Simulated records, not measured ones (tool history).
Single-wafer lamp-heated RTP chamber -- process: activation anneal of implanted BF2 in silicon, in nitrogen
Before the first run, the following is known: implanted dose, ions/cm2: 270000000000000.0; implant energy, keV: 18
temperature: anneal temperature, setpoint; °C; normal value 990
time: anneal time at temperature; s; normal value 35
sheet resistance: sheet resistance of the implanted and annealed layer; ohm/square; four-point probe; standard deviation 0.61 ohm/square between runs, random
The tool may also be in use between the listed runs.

| run | hour | temperature | time | wafers since the last listed run | wafers since the last pyrometer calibration | wafers since the reflector plate was cleaned | hours since the gauge calibration | read-back reference wafer on the same gauge, sheet resistance | sheet resistance |
|---|---|---|---|---|---|---|---|---|---|
| 1 | 0 | 990 | 35 | 0 | 2029 | 835 | 575.6 | 461.87 | 401.74 |
|  | 61.4 | pyrometer window cleaned and pyrometer calibrated |
| 2 | 89.6 | 990 | 35 | 1057 | 365 | 1893 | 665.2 | 461.97 | 405.03 |
|  | 115 | gauge calibrated |
| 3 | 152.5 | 977 | 35 | 815 | 1180 | 2708 | 37.5 | 462.03 | 406.56 |
| 4 | 243.6 | 990 | 35 | 1180 | 2361 | 3888 | 128.6 | 461.89 | 401.8 |
|  | 272.7 | reflector plate cleaned |
| 5 | 287.4 | 990 | 39 | 463 | 2825 | 189 | 172.4 | 462.08 | 401.7 |
|  | 341.7 | pyrometer window cleaned and pyrometer calibrated |
| 6 | 386 | 990 | 35 | 1174 | 574 | 1364 | 271 | 461.8 | 403.29 |
| 7 | 490.3 | 990 | 35 | 1351 | 1925 | 2715 | 375.3 | 462.29 | 402.67 |
| 8 | 576.3 | 1009 | 35 | 1114 | 3040 | 3830 | 461.3 | 462 | 399.63 |
|  | 590.5 | pyrometer window cleaned and pyrometer calibrated |
|  | 612.4 | reflector plate cleaned |
| 9 | 664.7 | 990 | 25 | 938 | 857 | 677 | 549.7 | 461.98 | 405.4 |
| 10 | 763.2 | 1008 | 53 | 1276 | 2133 | 1954 | 648.2 | 462.04 | 394.76 |
|  | 788.9 | gauge calibrated |
|  | 815.9 | pyrometer window cleaned and pyrometer calibrated |
| 11 | 860.8 | 1001 | 24 | 1161 | 581 | 3115 | 71.9 | 461.95 | 404.15 |
| 12 | 934.4 | 999 | 20 | 953 | 1535 | 4068 | 145.5 | 461.98 | 405.31 |
|  | 966.4 | reflector plate cleaned |
| 13 | 1049.3 | 990 | 35 | 1385 | 2920 | 1074 | 260.4 | 462.11 | 401.49 |
|  | 1079.6 | pyrometer window cleaned and pyrometer calibrated |
| 14 | 1118.3 | 974 | 35 | 790 | 501 | 1864 | 329.4 | 462.25 | 408.11 |
| 15 | 1185.7 | 990 | 45 | 873 | 1375 | 2738 | 396.8 | 461.82 | 399.69 |
| 16 | 1247.6 | 966 | 52 | 802 | 2177 | 3540 | 458.7 | 462.01 | 405.38 |

Predict each of these 3 candidate next runs independently; none follows another, all start after run 16:
| A | 1248 | 990 | 35 | 5 | 2182 | 3545 | 459.1 | ? | ? |
| B | 1248 | 967 | 23 | 5 | 2182 | 3545 | 459.1 | ? | ? |
| C | 1248 | 974 | 50 | 5 | 2182 | 3545 | 459.1 | ? | ? |

| run | read-back reference wafer on the same gauge, sheet resistance | sheet resistance |
|---|---|---|
| A | 462.24 | 402.9 |
| B | 462.24 | 411.27 |
| C | 462.24 | 403.52 |
What these runs would have given with no unlogged condition in the tool:
| run | sheet resistance |
|---|---|
| A | 405.29 |
| B | 421.09 |
| C | 409.52 |
